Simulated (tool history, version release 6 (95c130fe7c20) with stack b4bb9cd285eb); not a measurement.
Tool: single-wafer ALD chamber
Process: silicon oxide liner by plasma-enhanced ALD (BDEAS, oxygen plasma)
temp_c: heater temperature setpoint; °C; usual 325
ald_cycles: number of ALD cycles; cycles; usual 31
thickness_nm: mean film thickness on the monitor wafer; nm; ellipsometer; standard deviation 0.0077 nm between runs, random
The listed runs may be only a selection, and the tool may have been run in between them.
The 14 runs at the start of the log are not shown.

run   hour  temp_c  ald_cycles  wafers since the last listed run  hours since the last thermocouple change  hours since the gauge calibration  read-back reference wafer on the same gauge, thickness_nm  thickness_nm
 15  229.7     325          31                               230                                     879.1                              472.3                                                      3.773         3.146
 16  240.9     316          31                               152                                     890.3                              483.5                                                      3.773         3.179
 17  247.8     332          37                                93                                     897.2                              490.4                                                      3.774         3.720
 18  265.8     330          35                               244                                     915.2                              508.4                                                      3.774         3.541
 19  279.3     310          34                               183                                     928.7                              521.9                                                      3.780         3.516
 20  286.4     325          26                                96                                     935.8                              529.0                                                      3.774         2.656
     288.4  -- gauge calibrated
 21  311.8     338          31                               344                                     961.2                               23.4                                                      3.723         3.060
     325.9  -- thermocouple changed; heater temperature recalibrated
 22  326.6     325          31                                92                                       0.7                               38.2                                                      3.722         3.110
 23  337.1     325          36                               142                                      11.2                               48.7                                                      3.730         3.611
 24  346.1     311          26                               122                                      20.2                               57.7                                                      3.733         2.650
 25  361.7     317          35                               211                                      35.8                               73.3                                                      3.739         3.577
 26  369.5     339          31                               105                                      43.6                               81.1                                                      3.744         3.057
 27  383.0     317          36                               183                                      57.1                               94.6                                                      3.743         3.671
 28  393.2     330          35                               138                                      67.3                              104.8                                                      3.747         3.523
 29  408.0     325          37                               200                                      82.1                              119.6                                                      3.749         3.733
 30  423.1     313          25                               205                                      97.2                              134.7                                                      3.752         2.559
 31  434.0     325          31                               148                                     108.1                              145.6                                                      3.753         3.138
 32  442.4     317          34                               114                                     116.5                              154.0                                                      3.753         3.463

5 ways to go on from here, each from the tool as it stands after run 32. What would each give?
  A  442.8     325          31                                 5                                     116.9                              154.4                                                          ?             ?
  B  442.8     325          33                                 5                                     116.9                              154.4                                                          ?             ?
  C  442.8     325          25                                 5                                     116.9                              154.4                                                          ?             ?
  D  442.8     332          36                                 5                                     116.9                              154.4                                                          ?             ?
  E  442.8     330          27                                 5                                     116.9                              154.4                                                          ?             ?

run  read-back reference wafer on the same gauge, thickness_nm  thickness_nm
  A                                                      3.756         3.137
  B                                                      3.756         3.340
  C                                                      3.756         2.530
  D                                                      3.756         3.611
  E                                                      3.756         2.715
With no hidden state in the tool, these same runs would have given:
run  thickness_nm
  A         3.099
  B         3.298
  C         2.499
  D         3.566
  E         2.682
